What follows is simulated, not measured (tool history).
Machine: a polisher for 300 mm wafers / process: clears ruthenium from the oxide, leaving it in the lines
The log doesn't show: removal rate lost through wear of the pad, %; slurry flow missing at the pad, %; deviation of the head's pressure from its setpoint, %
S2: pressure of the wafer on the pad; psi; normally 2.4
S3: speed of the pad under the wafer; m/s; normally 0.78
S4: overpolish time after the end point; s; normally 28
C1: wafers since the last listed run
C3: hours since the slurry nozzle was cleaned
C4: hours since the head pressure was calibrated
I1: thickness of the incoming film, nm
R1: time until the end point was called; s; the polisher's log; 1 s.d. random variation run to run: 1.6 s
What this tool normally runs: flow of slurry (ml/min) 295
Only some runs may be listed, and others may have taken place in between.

{"run": 1, "hour": 0.0, "flow of slurry (ml/min)": 375, "S2": 2.4, "S3": 0.78, "S4": 28, "C1": 0, "wafers polished on this pad": 841, "C3": 180.7, "C4": 1254.2, "I1": 151.4, "R1": 149.4}
{"run": 2, "hour": 8.2, "flow of slurry (ml/min)": 375, "S2": 2.4, "S3": 0.78, "S4": 28, "C1": 67, "wafers polished on this pad": 909, "C3": 188.9, "C4": 1262.4, "I1": 146.7, "R1": 146.3}
{"run": 3, "hour": 19.2, "flow of slurry (ml/min)": 295, "S2": 2.4, "S3": 0.78, "S4": 28, "C1": 90, "wafers polished on this pad": 999, "C3": 199.9, "C4": 1273.4, "I1": 150.7, "R1": 153.7}
{"hour": 32.5, "done": "worn pad replaced by a new one"}
{"run": 4, "hour": 33.6, "flow of slurry (ml/min)": 295, "S2": 2.4, "S3": 0.78, "S4": 28, "C1": 85, "wafers polished on this pad": 9, "C3": 214.3, "C4": 1287.8, "I1": 148.1, "R1": 141.7}
{"run": 5, "hour": 47.6, "flow of slurry (ml/min)": 295, "S2": 2.8, "S3": 0.98, "S4": 28, "C1": 115, "wafers polished on this pad": 124, "C3": 228.3, "C4": 1301.8, "I1": 147.1, "R1": 94.7}
{"run": 6, "hour": 55.9, "flow of slurry (ml/min)": 295, "S2": 2.8, "S3": 0.98, "S4": 28, "C1": 68, "wafers polished on this pad": 192, "C3": 236.6, "C4": 1310.1, "I1": 150.8, "R1": 99.0}
{"run": 7, "hour": 66.6, "flow of slurry (ml/min)": 295, "S2": 2.8, "S3": 0.98, "S4": 28, "C1": 88, "wafers polished on this pad": 280, "C3": 247.3, "C4": 1320.8, "I1": 150.6, "R1": 101.1}
{"run": 8, "hour": 73.0, "flow of slurry (ml/min)": 295, "S2": 2.4, "S3": 0.78, "S4": 28, "C1": 52, "wafers polished on this pad": 333, "C3": 253.7, "C4": 1327.2, "I1": 149.5, "R1": 144.9}
{"run": 9, "hour": 89.9, "flow of slurry (ml/min)": 295, "S2": 2.4, "S3": 0.78, "S4": 28, "C1": 139, "wafers polished on this pad": 472, "C3": 270.6, "C4": 1344.1, "I1": 151.6, "R1": 148.5}
{"run": 10, "hour": 100.3, "flow of slurry (ml/min)": 295, "S2": 2.4, "S3": 0.78, "S4": 28, "C1": 85, "wafers polished on this pad": 558, "C3": 281.0, "C4": 1354.5, "I1": 149.2, "R1": 149.0}
{"hour": 102.3, "done": "head pressure recalibrated"}
{"run": 11, "hour": 114.1, "flow of slurry (ml/min)": 295, "S2": 2.4, "S3": 0.78, "S4": 28, "C1": 97, "wafers polished on this pad": 655, "C3": 294.8, "C4": 11.8, "I1": 150.5, "R1": 149.4}
{"run": 12, "hour": 122.1, "flow of slurry (ml/min)": 295, "S2": 2.4, "S3": 0.78, "S4": 28, "C1": 65, "wafers polished on this pad": 721, "C3": 302.8, "C4": 19.8, "I1": 151.4, "R1": 152.8}
{"run": 13, "hour": 137.0, "flow of slurry (ml/min)": 295, "S2": 2.4, "S3": 0.78, "S4": 28, "C1": 122, "wafers polished on this pad": 843, "C3": 317.7, "C4": 34.7, "I1": 149.1, "R1": 152.6}
{"run": 14, "hour": 143.7, "flow of slurry (ml/min)": 295, "S2": 2.4, "S3": 0.78, "S4": 28, "C1": 55, "wafers polished on this pad": 898, "C3": 324.4, "C4": 41.4, "I1": 149.0, "R1": 151.7}
{"run": 15, "hour": 152.9, "flow of slurry (ml/min)": 295, "S2": 2.4, "S3": 0.78, "S4": 28, "C1": 75, "wafers polished on this pad": 974, "C3": 333.6, "C4": 50.6, "I1": 148.3, "R1": 152.2}
{"run": 16, "hour": 166.4, "flow of slurry (ml/min)": 260, "S2": 1.9, "S3": 0.68, "S4": 35, "C1": 111, "wafers polished on this pad": 1085, "C3": 347.1, "C4": 64.1, "I1": 151.6, "R1": 232.1}
{"run": 17, "hour": 172.8, "flow of slurry (ml/min)": 295, "S2": 3.1, "S3": 1.04, "S4": 28, "C1": 52, "wafers polished on this pad": 1138, "C3": 353.5, "C4": 70.5, "I1": 151.2, "R1": 89.2}
{"hour": 188.4, "done": "worn pad replaced by a new one, of another model than before"}
{"run": 18, "hour": 188.9, "flow of slurry (ml/min)": 295, "S2": 2.4, "S3": 0.78, "S4": 28, "C1": 99, "wafers polished on this pad": 4, "C3": 369.6, "C4": 86.6, "I1": 152.6, "R1": 142.4}
{"run": 19, "hour": 194.9, "flow of slurry (ml/min)": 295, "S2": 2.4, "S3": 0.78, "S4": 28, "C1": 49, "wafers polished on this pad": 53, "C3": 375.6, "C4": 92.6, "I1": 150.1, "R1": 142.9}
{"run": 20, "hour": 206.0, "flow of slurry (ml/min)": 380, "S2": 1.6, "S3": 0.54, "S4": 20, "C1": 91, "wafers polished on this pad": 145, "C3": 386.7, "C4": 103.7, "I1": 150.3, "R1": 227.8}
{"hour": 210.3, "done": "slurry nozzle cleaned"}
{"run": 21, "hour": 216.4, "flow of slurry (ml/min)": 250, "S2": 1.7, "S3": 0.78, "S4": 28, "C1": 77, "wafers polished on this pad": 222, "C3": 6.1, "C4": 114.1, "I1": 149.5, "R1": 178.7}
{"run": 22, "hour": 224.7, "flow of slurry (ml/min)": 240, "S2": 2.4, "S3": 0.68, "S4": 28, "C1": 68, "wafers polished on this pad": 290, "C3": 14.4, "C4": 122.4, "I1": 150.7, "R1": 162.6}
{"run": 23, "hour": 234.6, "flow of slurry (ml/min)": 240, "S2": 2.9, "S3": 0.78, "S4": 20, "C1": 81, "wafers polished on this pad": 372, "C3": 24.3, "C4": 132.3, "I1": 152.6, "R1": 132.6}
{"run": 24, "hour": 247.6, "flow of slurry (ml/min)": 295, "S2": 2.4, "S3": 0.78, "S4": 28, "C1": 106, "wafers polished on this pad": 479, "C3": 37.3, "C4": 145.3, "I1": 147.5, "R1": 142.5}
{"run": 25, "hour": 263.8, "flow of slurry (ml/min)": 360, "S2": 2.8, "S3": 0.94, "S4": 20, "C1": 133, "wafers polished on this pad": 612, "C3": 53.5, "C4": 161.5, "I1": 149.4, "R1": 114.9}
{"run": 26, "hour": 272.0, "flow of slurry (ml/min)": 375, "S2": 2.7, "S3": 0.92, "S4": 28, "C1": 67, "wafers polished on this pad": 679, "C3": 61.7, "C4": 169.7, "I1": 152.9, "R1": 124.9}
{"run": 27, "hour": 278.7, "flow of slurry (ml/min)": 295, "S2": 2.4, "S3": 0.78, "S4": 39, "C1": 55, "wafers polished on this pad": 734, "C3": 68.4, "C4": 176.4, "I1": 150.1, "R1": 151.1}
{"run": 28, "hour": 292.4, "flow of slurry (ml/min)": 295, "S2": 2.4, "S3": 0.78, "S4": 28, "C1": 112, "wafers polished on this pad": 847, "C3": 82.1, "C4": 190.1, "I1": 151.2, "R1": 153.8}
{"run": 29, "hour": 303.8, "flow of slurry (ml/min)": 295, "S2": 2.4, "S3": 0.78, "S4": 28, "C1": 93, "wafers polished on this pad": 941, "C3": 93.5, "C4": 201.5, "I1": 150.3, "R1": 149.0}

4 ways to go on from here, each from the tool as it stands after run 29. What would each give?
{"run": "A", "hour": 304.3, "flow of slurry (ml/min)": 295, "S2": 2.4, "S3": 0.78, "S4": 28, "C1": 4, "wafers polished on this pad": 945, "C3": 94.0, "C4": 202.0, "I1": 151.8, "R1": "?"}
{"run": "B", "hour": 304.3, "flow of slurry (ml/min)": 250, "S2": 2.4, "S3": 0.9, "S4": 40, "C1": 4, "wafers polished on this pad": 945, "C3": 94.0, "C4": 202.0, "I1": 151.8, "R1": "?"}
{"run": "C", "hour": 304.3, "flow of slurry (ml/min)": 295, "S2": 2.4, "S3": 0.78, "S4": 17, "C1": 4, "wafers polished on this pad": 945, "C3": 94.0, "C4": 202.0, "I1": 151.8, "R1": "?"}
{"run": "D", "hour": 304.3, "flow of slurry (ml/min)": 210, "S2": 2.9, "S3": 0.52, "S4": 28, "C1": 4, "wafers polished on this pad": 945, "C3": 94.0, "C4": 202.0, "I1": 151.8, "R1": "?"}

run=A R1=156.1
run=B R1=142.3
run=C R1=156.1
run=D R1=182.6
The same runs, with their run-to-run variation unchanged, on a tool lacking any hidden condition would have given:
run=A R1=143.5
run=B R1=130.8
run=C R1=143.5
run=D R1=167.7
